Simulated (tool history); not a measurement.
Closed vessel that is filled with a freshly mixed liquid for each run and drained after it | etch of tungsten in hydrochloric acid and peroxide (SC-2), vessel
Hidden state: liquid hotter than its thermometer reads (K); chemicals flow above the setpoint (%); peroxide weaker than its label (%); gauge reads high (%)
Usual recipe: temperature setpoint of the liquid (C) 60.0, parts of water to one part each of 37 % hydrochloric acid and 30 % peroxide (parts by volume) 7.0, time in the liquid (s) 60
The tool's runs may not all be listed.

run     day  temperature setpoint of the liquid (C)  parts of water to one part each of 37 % hydrochloric acid and 30 % peroxide (parts by volume)  time in the liquid (s)  wafers since the last listed run  hours since the thermometer was replaced  hours since the chemicals flow meter was replaced  hours since the drum of peroxide was connected  hours since the gauge calibration  read-back film thickness of the tungsten reference wafer, read on the same gauge (nm)  thickness taken off the tungsten on a monitor wafer (Å)
  1   0.000                                    60.0                                                                                            7.0                      60                                 0                                     482.4                                             2388.7                                           515.6                              177.6                                                                                  50.03                                                    218.4
  2   0.408                                    60.0                                                                                            7.0                      60                               655                                     492.2                                             2398.5                                           525.4                              187.4                                                                                  50.01                                                    219.5
  3   1.046                                    60.0                                                                                            7.0                      60                              1023                                     507.5                                             2413.8                                           540.7                              202.7                                                                                  49.99                                                    218.2
  4   1.433                                    60.0                                                                                            7.0                      60                               622                                     516.8                                             2423.1                                           550.0                              212.0                                                                                  49.97                                                    217.7
  5   1.854                                    60.0                                                                                            7.0                      60                               675                                     526.9                                             2433.2                                           560.1                              222.1                                                                                  49.98                                                    217.4
  6   2.546                                    60.0                                                                                            5.5                      85                              1110                                     543.5                                             2449.8                                           576.7                              238.7                                                                                  49.97                                                    368.2
  7   3.292                                    60.0                                                                                            5.5                      85                              1197                                     561.4                                             2467.7                                           594.6                              256.6                                                                                  50.01                                                    368.1
      3.804  -- chemicals flow meter replaced
  8   4.029                                    60.0                                                                                            5.5                      85                              1117                                     579.1                                                5.4                                           612.3                              274.3                                                                                  50.02                                                    371.2
  9   4.450                                    60.0                                                                                            7.0                      70                               675                                     589.2                                               15.5                                           622.4                              284.4                                                                                  49.99                                                    254.2
      4.696  -- gauge calibrated
 10   5.188                                    60.0                                                                                            7.0                      60                              1184                                     606.9                                               33.2                                           640.1                               11.8                                                                                  49.99                                                    215.1
 11   5.633                                    60.0                                                                                            7.0                      60                               715                                     617.6                                               43.9                                           650.8                               22.5                                                                                  50.03                                                    215.0
 12   6.304                                    54.0                                                                                            5.5                      40                              1077                                     633.7                                               60.0                                           666.9                               38.6                                                                                  49.98                                                    117.8
 13   6.829                                    65.0                                                                                            5.0                      30                               842                                     646.3                                               72.6                                           679.5                               51.2                                                                                  50.02                                                    188.0
 14   7.146                                    55.0                                                                                            4.5                      60                               508                                     653.9                                               80.2                                           687.1                               58.8                                                                                  49.99                                                    216.4
      7.288  -- new drum of peroxide connected
      7.354  -- thermometer replaced
 15   7.779                                    64.5                                                                                            7.0                      80                               883                                      10.2                                               95.4                                            11.8                               74.0                                                                                  49.99                                                    407.9
 16   8.208                                    60.0                                                                                            8.5                      60                               689                                      20.5                                              105.7                                            22.1                               84.3                                                                                  50.02                                                    198.6
 17   8.775                                    60.0                                                                                            4.0                      50                               909                                      34.1                                              119.3                                            35.7                               97.9                                                                                  50.01                                                    291.1
 18   9.229                                    55.0                                                                                            7.0                      70                               729                                      45.0                                              130.2                                            46.6                              108.8                                                                                  49.99                                                    197.6
 19   9.629                                    56.5                                                                                            4.0                      30                               642                                      54.6                                              139.8                                            56.2                              118.4                                                                                  50.00                                                    139.3
 20  10.246                                    60.0                                                                                            8.0                      60                               990                                      69.4                                              154.6                                            71.0                              133.2                                                                                  49.97                                                    207.9
 21  10.721                                    56.0                                                                                            8.5                      40                               762                                      80.8                                              166.0                                            82.4                              144.6                                                                                  50.04                                                    102.7
 22  11.375                                    60.0                                                                                            7.0                      60                              1050                                      96.5                                              181.7                                            98.1                              160.3                                                                                  50.01                                                    229.6
 23  11.788                                    60.0                                                                                            7.0                      60                               662                                     106.4                                              191.6                                           108.0                              170.2                                                                                  50.01                                                    230.9

Measured less the same run without the tool's hidden state. The same run-to-run variation is in both; the gauge's scatter may not be:
run  thickness taken off the tungsten on a monitor wafer (Å)
  1                                                    -14.7
  2                                                    -14.9
  3                                                    -15.2
  4                                                    -15.4
  5                                                    -15.6
  6                                                    -26.4
  7                                                    -27.1
  8                                                    -28.1
  9                                                    -19.9
 10                                                    -17.4
 11                                                    -17.5
 12                                                     -9.6
 13                                                    -15.4
 14                                                    -17.7
 15                                                     -1.0
 16                                                     -0.7
 17                                                     -1.3
 18                                                     -1.1
 19                                                     -0.9
 20                                                     -1.6
 21                                                     -1.0
 22                                                     -2.5
 23                                                     -2.7
